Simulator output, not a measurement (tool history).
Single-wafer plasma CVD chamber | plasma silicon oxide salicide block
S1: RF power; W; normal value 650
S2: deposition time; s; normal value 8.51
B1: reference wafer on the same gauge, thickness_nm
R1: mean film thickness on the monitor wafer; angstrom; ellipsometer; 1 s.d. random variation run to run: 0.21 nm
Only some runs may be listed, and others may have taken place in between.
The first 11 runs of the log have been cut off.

-- day=29.512 showerhead replaced
run 12 day=29.533 | S1=650 S2=8.51 | B1=103.487 | R1=913.49
run 13 day=30.838 | S1=675 S2=9.32 | B1=103.523 | R1=1016.69
-- day=33.146 gauge calibrated
run 14 day=33.4 | S1=675 S2=9.32 | B1=103.442 | R1=1016.53
run 15 day=35.479 | S1=675 S2=9.32 | B1=103.38 | R1=1011.05
run 16 day=38.175 | S1=570 S2=7.73 | B1=103.394 | R1=802.53
run 17 day=40.588 | S1=650 S2=8.51 | B1=103.561 | R1=917.14
run 18 day=43.054 | S1=650 S2=8.51 | B1=103.409 | R1=920.41
-- day=49.142 RF generator calibrated
run 19 day=51.738 | S1=650 S2=8.51 | B1=103.442 | R1=919.85
run 20 day=52.738 | S1=595 S2=7.92 | B1=103.418 | R1=834.83
run 21 day=54.788 | S1=720 S2=8.99 | B1=103.317 | R1=991.4
run 22 day=55.908 | S1=705 S2=9.48 | B1=103.334 | R1=1044.44
run 23 day=57.1 | S1=580 S2=9.06 | B1=103.395 | R1=943.97
run 24 day=59.8 | S1=560 S2=9.66 | B1=103.349 | R1=1004.48
run 25 day=61.646 | S1=550 S2=7.31 | B1=103.429 | R1=756.47
run 26 day=63.125 | S1=725 S2=7.87 | B1=103.363 | R1=875.95
run 27 day=65.662 | S1=650 S2=8.51 | B1=103.395 | R1=920.46
run 28 day=67.442 | S1=650 S2=8.51 | B1=103.354 | R1=919
run 29 day=70.304 | S1=650 S2=9.84 | B1=103.383 | R1=1062.57
run 30 day=71.692 | S1=550 S2=9 | B1=103.494 | R1=933.91

Run 31 has not been measured yet. What should we expect?
run 31 day=72.725 | S1=750 S2=9.81 | B1=? | R1=?

Run 31 yielded B1 103.43, R1 1096.11 angstrom.
The same run, on a tool lacking any hidden state, would have yielded R1 1096.11 angstrom.
